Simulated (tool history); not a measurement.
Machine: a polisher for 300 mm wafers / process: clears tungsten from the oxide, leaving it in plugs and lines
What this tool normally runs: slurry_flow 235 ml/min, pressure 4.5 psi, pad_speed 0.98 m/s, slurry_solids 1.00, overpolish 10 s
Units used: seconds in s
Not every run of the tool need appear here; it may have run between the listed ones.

run   hour  slurry_flow  pressure  pad_speed  slurry_solids  overpolish  wafers since the last listed run  wafers polished on this pad  hours since the slurry nozzle was cleaned  hours since the head pressure was calibrated  hours since the slurry blender was calibrated  hours since the slurry got fresh peroxide  incoming thickness of the incoming film, nm  seconds
  1    0.0          235       4.5       0.86           1.00          10                                 0                          683                                      635.8                                        1142.7                                          394.5                                       88.9                                        617.3    155.0
  2    8.3          235       4.5       0.86           1.00          10                                65                          748                                      644.1                                        1151.0                                          402.8                                       97.2                                        618.5    155.2
  3   23.1          235       4.5       0.86           1.00          10                               116                          864                                      658.9                                        1165.8                                          417.6                                      112.0                                        624.8    159.9
  4   29.3          235       4.5       0.98           1.00          10                                48                          913                                      665.1                                        1172.0                                          423.8                                      118.2                                        616.6    144.4
  5   39.2          235       4.5       0.98           1.00          10                                77                          991                                      675.0                                        1181.9                                          433.7                                      128.1                                        625.4    148.3
      41.1  -- slurry tank refilled with fresh slurry and peroxide
  6   50.4          235       4.5       0.98           1.00          10                                80                         1071                                      686.2                                        1193.1                                          444.9                                        9.3                                        621.8    135.9
  7   66.1          235       5.0       0.98           1.00          10                               123                         1194                                      701.9                                        1208.8                                          460.6                                       25.0                                        622.9    131.8
      78.4  -- slurry nozzle cleaned
  8   80.3          235       5.0       0.98           1.00          10                               103                         1298                                        1.9                                        1223.0                                          474.8                                       39.2                                        614.3    132.3
  9   88.1          235       5.0       0.98           1.00          10                                61                         1359                                        9.7                                        1230.8                                          482.6                                       47.0                                        614.0    134.2
 10   97.5          235       4.5       0.98           1.00          10                                73                         1433                                       19.1                                        1240.2                                          492.0                                       56.4                                        624.5    154.8
 11  109.9          235       4.5       0.98           1.00          10                                97                         1531                                       31.5                                        1252.6                                          504.4                                       68.8                                        619.6    153.0
     121.5  -- slurry blender recalibrated
     124.8  -- worn pad replaced by a new one
 12  125.3          235       3.9       0.98           1.00           8                                78                            3                                       46.9                                        1268.0                                            3.8                                       84.2                                        627.8    161.1
 13  131.1          235       4.5       1.24           1.00          10                                45                           49                                       52.7                                        1273.8                                            9.6                                       90.0                                        617.0    117.9
 14  144.9          235       5.0       0.98           1.00          13                               108                          157                                       66.5                                        1287.6                                           23.4                                      103.8                                        613.0    126.2
 15  159.0          235       3.1       0.98           1.00          10                               110                          268                                       80.6                                        1301.7                                           37.5                                      117.9                                        612.2    205.0
     168.6  -- slurry tank refilled with fresh slurry and peroxide
 16  170.8          235       4.5       0.98           1.00          10                                84                          353                                       92.4                                        1313.5                                           49.3                                        2.2                                        610.8    124.6
     183.4  -- head pressure recalibrated
 17  191.1          235       4.5       0.98           0.85           5                               143                          497                                      112.7                                           7.7                                           69.6                                       22.5                                        616.7    136.1
 18  201.6          175       4.5       0.98           1.00          10                                82                          579                                      123.2                                          18.2                                           80.1                                       33.0                                        626.6    136.7
 19  216.8          235       4.5       0.98           0.75           5                               119                          699                                      138.4                                          33.4                                           95.3                                       48.2                                        613.8    141.8
 20  225.9          235       4.5       0.98           1.00          10                                71                          770                                      147.5                                          42.5                                          104.4                                       57.3                                        615.9    139.3
 21  242.2          310       2.9       0.70           1.10          10                               128                          898                                      163.8                                          58.8                                          120.7                                       73.6                                        611.3    262.4
 22  252.2          235       4.5       0.98           1.00          10                                78                          977                                      173.8                                          68.8                                          130.7                                       83.6                                        614.0    144.5

For each run, the measured value with the value that run would have given without the tool's hidden condition subtracted. The run-to-run variation is shared by both, the gauge scatter possibly not:
Hidden conditions of the tool in this case: removal rate lost through wear of the pad, %; slurry flow missing at the pad, %; deviation of the head's pressure from its setpoint, %; abrasive missing from the slurry, %; peroxide lost from the slurry, %.
run  seconds
  1    +21.1
  2    +22.2
  3    +25.0
  4    +23.4
  5    +25.3
  6    +14.6
  7    +19.4
  8    +23.5
  9    +26.0
 10    +31.2
 11    +30.9
 12    +19.8
 13    +14.7
 14    +16.5
 15    +27.9
 16     +3.2
 17     +9.5
 18    +12.1
 19    +15.9
 20    +17.4
 21    +38.3
 22    +22.8
